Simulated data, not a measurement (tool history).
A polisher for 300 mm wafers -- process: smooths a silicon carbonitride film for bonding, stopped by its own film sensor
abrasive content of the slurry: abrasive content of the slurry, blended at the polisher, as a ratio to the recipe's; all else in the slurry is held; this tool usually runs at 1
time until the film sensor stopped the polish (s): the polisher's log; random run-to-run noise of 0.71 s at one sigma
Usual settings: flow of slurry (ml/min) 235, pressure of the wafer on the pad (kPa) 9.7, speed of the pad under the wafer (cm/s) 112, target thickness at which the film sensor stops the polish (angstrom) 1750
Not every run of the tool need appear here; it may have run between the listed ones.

| run | hour | flow of slurry (ml/min) | pressure of the wafer on the pad (kPa) | speed of the pad under the wafer (cm/s) | abrasive content of the slurry | target thickness at which the film sensor stops the polish (angstrom) | incoming thickness of the incoming film, nm | time until the film sensor stopped the polish (s) |
|---|---|---|---|---|---|---|---|---|
| 1 | 0 | 235 | 9.7 | 134 | 1 | 1750 | 193 | 92.9 |
|  | 9.1 | head pressure recalibrated |
| 2 | 24.8 | 235 | 9.7 | 134 | 1 | 1750 | 186.1 | 58.1 |
|  | 63.6 | slurry blender recalibrated |
| 3 | 65.9 | 235 | 9.7 | 134 | 1 | 1750 | 192.8 | 93.4 |
|  | 106.5 | worn pad replaced by a new one |
| 4 | 129.1 | 235 | 9.7 | 84 | 1 | 1780 | 190.2 | 83.3 |
| 5 | 197.3 | 235 | 9.7 | 138 | 1 | 1750 | 186.9 | 61.2 |
| 6 | 227.1 | 235 | 9.7 | 138 | 1 | 1750 | 187.2 | 63.5 |
| 7 | 265.8 | 235 | 9.7 | 138 | 1 | 1750 | 192.8 | 92 |
| 8 | 313.7 | 235 | 11.7 | 112 | 1 | 1750 | 191.7 | 83.2 |
| 9 | 342.1 | 235 | 11.7 | 112 | 1 | 1750 | 186.4 | 56.7 |
| 10 | 374.8 | 235 | 11.7 | 112 | 1 | 1750 | 188.2 | 66.2 |
|  | 418.1 | worn pad replaced by a new one |
| 11 | 434.7 | 235 | 9.7 | 112 | 1 | 1770 | 190.6 | 81.7 |
|  | 444.3 | slurry blender recalibrated |
|  | 458.2 | slurry nozzle cleaned |
| 12 | 486 | 235 | 9.7 | 112 | 1 | 1770 | 187 | 62.5 |
| 13 | 513.4 | 235 | 9.7 | 112 | 1 | 1750 | 191.1 | 102.1 |
|  | 532.2 | head pressure recalibrated |
| 14 | 540.3 | 235 | 9.7 | 112 | 1 | 1770 | 188.6 | 72.8 |
| 15 | 606.1 | 235 | 9.7 | 126 | 0.8 | 1750 | 189.4 | 94.1 |
| 16 | 649.4 | 235 | 9.7 | 134 | 1 | 1750 | 193.2 | 104.8 |
|  | 701.8 | worn pad replaced by a new one |
| 17 | 703.2 | 235 | 9.7 | 134 | 1 | 1750 | 189.6 | 85.4 |
| 18 | 738.4 | 210 | 9.7 | 82 | 1.1 | 1800 | 189.6 | 73 |
|  | 784.5 | slurry nozzle cleaned, repeated, since the last time left the tool worse |
| 19 | 801.3 | 195 | 6.9 | 112 | 0.75 | 1780 | 188.4 | 92.5 |
|  | 844.5 | slurry blender recalibrated |
| 20 | 866.3 | 235 | 11.7 | 98 | 1 | 1790 | 190.4 | 58.8 |
| 21 | 904.6 | 295 | 6.9 | 112 | 1 | 1720 | 190.2 | 136.7 |
| 22 | 968.7 | 235 | 6.9 | 112 | 1.1 | 1750 | 191.7 | 124.8 |
|  | 984.4 | worn pad replaced by a new one |
| 23 | 1023.4 | 235 | 9.7 | 112 | 0.7 | 1780 | 190.2 | 82 |
|  | 1035.4 | head pressure recalibrated |
| 24 | 1091.2 | 235 | 9.7 | 112 | 0.9 | 1750 | 190 | 90.9 |
|  | 1190.1 | slurry blender recalibrated |
|  | 1239.6 | worn pad replaced by a new one |
| 25 | 1304.4 | 280 | 7.6 | 112 | 1 | 1790 | 190.6 | 82.7 |
| 26 | 1353.2 | 235 | 13.1 | 112 | 0.7 | 1770 | 191 | 72.5 |
| 27 | 1405.2 | 235 | 13.1 | 112 | 0.7 | 1770 | 191.2 | 73.4 |

Some steps in time until the film sensor stopped the polish (s) between neighbouring runs. How much of each would the tool show without its hidden state too (settings, what came in, random variation), and how much is left for the hidden state, with any gauge scatter that isn't in both results?
Hidden conditions of the tool in this case: removal rate lost through wear of the pad, %; slurry flow missing at the pad, %; deviation of the head's pressure from its setpoint, %; abrasive missing from the slurry, %.
Run 12 -> 13: target thickness at which the film sensor stops the polish (angstrom) 1770 -> 1750. time until the film sensor stopped the polish (s) +39.6: hidden state +3.8, all else +35.8.
Run 18 -> 19: flow of slurry (ml/min) 210 -> 195, pressure of the wafer on the pad (kPa) 9.7 -> 6.9, speed of the pad under the wafer (cm/s) 82 -> 112, abrasive content of the slurry 1.1 -> 0.75, target thickness at which the film sensor stops the polish (angstrom) 1800 -> 1780, slurry nozzle cleaned, repeated, since the last time left the tool worse. time until the film sensor stopped the polish (s) +19.5: hidden state -10.2, all else +29.7.
Run 20 -> 21: flow of slurry (ml/min) 235 -> 295, pressure of the wafer on the pad (kPa) 11.7 -> 6.9, speed of the pad under the wafer (cm/s) 98 -> 112, target thickness at which the film sensor stops the polish (angstrom) 1790 -> 1720. time until the film sensor stopped the polish (s) +77.9: hidden state +0.4, all else +77.5.
Run 22 -> 23: pressure of the wafer on the pad (kPa) 6.9 -> 9.7, abrasive content of the slurry 1.1 -> 0.7, target thickness at which the film sensor stops the polish (angstrom) 1750 -> 1780, worn pad replaced by a new one. time until the film sensor stopped the polish (s) -42.8: hidden state -0.1, all else -42.7.
